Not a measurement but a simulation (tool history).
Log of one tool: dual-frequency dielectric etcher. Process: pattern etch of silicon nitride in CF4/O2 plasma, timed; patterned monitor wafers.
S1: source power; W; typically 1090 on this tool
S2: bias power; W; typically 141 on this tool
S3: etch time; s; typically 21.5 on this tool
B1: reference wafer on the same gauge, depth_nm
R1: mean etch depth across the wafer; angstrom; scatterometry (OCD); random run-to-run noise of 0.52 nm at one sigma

run 1 hour=0.0 | S1=1090 S2=120 S3=16.5 | B1=77.0 | R1=558
run 2 hour=0.3 | S1=1090 S2=120 S3=16.5 | B1=77.1 | R1=567
run 3 hour=6.5 | S1=1090 S2=120 S3=16.5 | B1=77.1 | R1=560
run 4 hour=14.0 | S1=1090 S2=141 S3=19.5 | B1=77.0 | R1=698
run 5 hour=20.1 | S1=1090 S2=141 S3=19.5 | B1=77.2 | R1=694
run 6 hour=34.3 | S1=1090 S2=141 S3=21.5 | B1=76.9 | R1=759
-- hour=61.2 wet clean of the chamber
run 7 hour=61.7 | S1=1090 S2=141 S3=21.5 | B1=77.1 | R1=745
run 8 hour=62.0 | S1=1090 S2=141 S3=21.5 | B1=77.1 | R1=741
run 9 hour=62.3 | S1=1090 S2=112 S3=17.5 | B1=77.1 | R1=565
-- hour=67.9 gauge calibrated
run 10 hour=75.1 | S1=1090 S2=141 S3=21.5 | B1=77.2 | R1=751
run 11 hour=90.2 | S1=1090 S2=141 S3=27.5 | B1=77.3 | R1=947
run 12 hour=96.3 | S1=1090 S2=109 S3=21.5 | B1=77.1 | R1=690
run 13 hour=111.4 | S1=1200 S2=152 S3=16.5 | B1=77.0 | R1=634
run 14 hour=120.0 | S1=1090 S2=167 S3=27.5 | B1=77.2 | R1=999
run 15 hour=137.1 | S1=990 S2=157 S3=25.5 | B1=77.1 | R1=843
-- hour=159.4 source power generator calibrated
-- hour=171.6 wet clean of the chamber, repeated, since the last time left the tool worse
run 16 hour=172.1 | S1=930 S2=166 S3=19.0 | B1=77.1 | R1=647
run 17 hour=172.4 | S1=900 S2=132 S3=17.0 | B1=77.2 | R1=527
run 18 hour=173.7 | S1=1270 S2=141 S3=21.5 | B1=77.1 | R1=892
run 19 hour=182.8 | S1=1200 S2=152 S3=16.5 | B1=77.1 | R1=675
run 20 hour=196.3 | S1=1090 S2=141 S3=21.5 | B1=77.0 | R1=792
run 21 hour=204.2 | S1=850 S2=113 S3=16.0 | B1=77.1 | R1=450
run 22 hour=221.6 | S1=1090 S2=110 S3=17.0 | B1=77.1 | R1=584
run 23 hour=232.9 | S1=1090 S2=141 S3=21.5 | B1=77.3 | R1=784
run 24 hour=243.1 | S1=1090 S2=175 S3=21.5 | B1=77.1 | R1=851
run 25 hour=260.4 | S1=830 S2=141 S3=21.5 | B1=77.2 | R1=634
run 26 hour=268.8 | S1=860 S2=141 S3=17.0 | B1=77.0 | R1=512
run 27 hour=280.5 | S1=870 S2=107 S3=24.0 | B1=77.0 | R1=687
run 28 hour=288.7 | S1=1310 S2=122 S3=21.5 | B1=77.1 | R1=869
run 29 hour=306.1 | S1=1090 S2=141 S3=19.5 | B1=77.1 | R1=714

Alternative continuations, all from the tool just after run 29; predict every row:
run A hour=306.5 | S1=1090 S2=141 S3=15.5 | B1=? | R1=?
run B hour=306.5 | S1=1190 S2=141 S3=24.5 | B1=? | R1=?
run C hour=306.5 | S1=1250 S2=141 S3=19.5 | B1=? | R1=?
run D hour=306.5 | S1=1090 S2=154 S3=21.5 | B1=? | R1=?
run E hour=306.5 | S1=1170 S2=141 S3=25.0 | B1=? | R1=?

run=A B1=77.2 R1=573
run=B B1=77.2 R1=973
run=C B1=77.2 R1=806
run=D B1=77.2 R1=817
run=E B1=77.2 R1=979
Stripped of hidden state, with their random variation kept, the same runs would have yielded:
run=A R1=578
run=B R1=981
run=C R1=813
run=D R1=824
run=E R1=987
